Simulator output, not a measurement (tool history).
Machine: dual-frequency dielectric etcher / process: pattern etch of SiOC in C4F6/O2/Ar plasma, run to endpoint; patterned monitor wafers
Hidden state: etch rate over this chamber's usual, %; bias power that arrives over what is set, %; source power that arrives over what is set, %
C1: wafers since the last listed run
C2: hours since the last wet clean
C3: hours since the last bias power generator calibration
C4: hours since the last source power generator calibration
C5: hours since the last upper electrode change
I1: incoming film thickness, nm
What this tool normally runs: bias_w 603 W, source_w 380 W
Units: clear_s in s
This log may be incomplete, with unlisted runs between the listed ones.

Run 1, day 0.000: usual settings; C1 0; C2 318.4; C3 1931.7; C4 1666.0; C5 2280.2; I1 39.32. Result: clear_s 13.7 s.
Run 2, day 0.608: usual settings but source_w 430 W; C1 286; C2 333.0; C3 1946.3; C4 1680.6; C5 2294.8; I1 39.51. Result: clear_s 13.3 s.
Run 3, day 1.558: usual settings but source_w 430 W; C1 446; C2 355.8; C3 1969.1; C4 1703.4; C5 2317.6; I1 39.11. Result: clear_s 13.2 s.
Run 4, day 2.288: usual settings but source_w 430 W; C1 343; C2 373.3; C3 1986.6; C4 1720.9; C5 2335.1; I1 38.96. Result: clear_s 13.1 s.
Run 5, day 3.200: usual settings but bias_w 521 W; C1 429; C2 395.2; C3 2008.5; C4 1742.8; C5 2357.0; I1 39.47. Result: clear_s 14.4 s.
Run 6, day 3.996: usual settings but bias_w 521 W; C1 374; C2 414.3; C3 2027.6; C4 1761.9; C5 2376.1; I1 39.38. Result: clear_s 14.4 s.
Run 7, day 4.650: usual settings but bias_w 521 W; C1 307; C2 430.0; C3 2043.3; C4 1777.6; C5 2391.8; I1 39.83. Result: clear_s 14.6 s.
Run 8, day 6.033: usual settings; C1 650; C2 463.2; C3 2076.5; C4 1810.8; C5 2425.0; I1 38.95. Result: clear_s 13.6 s.
At day 6.588: bias power generator calibrated.
At day 8.204: upper electrode replaced.
Run 9, day 8.225: usual settings; C1 482; C2 515.8; C3 39.3; C4 1863.4; C5 0.5; I1 39.74. Result: clear_s 14.1 s.
At day 9.267: wet clean of the chamber.
Run 10, day 9.288: usual settings but source_w 350 W; C1 29; C2 0.5; C3 64.8; C4 1888.9; C5 26.0; I1 39.60. Result: clear_s 13.7 s.
At day 9.538: source power generator calibrated.
Run 11, day 9.721: usual settings but bias_w 678 W, source_w 350 W; C1 125; C2 10.9; C3 75.2; C4 4.4; C5 36.4; I1 39.76. Result: clear_s 13.3 s.
Run 12, day 10.271: usual settings but bias_w 540 W, source_w 450 W; C1 258; C2 24.1; C3 88.4; C4 17.6; C5 49.6; I1 39.57. Result: clear_s 13.2 s.
Run 13, day 11.171: usual settings but bias_w 736 W, source_w 460 W; C1 423; C2 45.7; C3 110.0; C4 39.2; C5 71.2; I1 39.06. Result: clear_s 11.8 s.
Run 14, day 12.062: usual settings but bias_w 455 W, source_w 320 W; C1 419; C2 67.1; C3 131.4; C4 60.6; C5 92.6; I1 39.41. Result: clear_s 15.2 s.

Branching from run 14: 5 alternative next runs. What would each branch give?
Run A, day 12.079: usual settings but bias_w 734 W; C1 7; C2 67.5; C3 131.8; C4 61.0; C5 93.0; I1 39.47. Result: clear_s ?.
Run B, day 12.079: usual settings but bias_w 505 W, source_w 480 W; C1 7; C2 67.5; C3 131.8; C4 61.0; C5 93.0; I1 39.47. Result: clear_s ?.
Run C, day 12.079: usual settings but bias_w 545 W, source_w 340 W; C1 7; C2 67.5; C3 131.8; C4 61.0; C5 93.0; I1 39.47. Result: clear_s ?.
Run D, day 12.079: usual settings but bias_w 733 W; C1 7; C2 67.5; C3 131.8; C4 61.0; C5 93.0; I1 39.47. Result: clear_s ?.
Run E, day 12.079: usual settings but bias_w 548 W, source_w 310 W; C1 7; C2 67.5; C3 131.8; C4 61.0; C5 93.0; I1 39.47. Result: clear_s ?.

run  clear_s
  A     12.6
  B     13.3
  C     14.3
  D     12.6
  E     14.6
What these runs would have given with no unlogged condition in the tool:
run  clear_s
  A     12.5
  B     13.1
  C     14.1
  D     12.5
  E     14.4
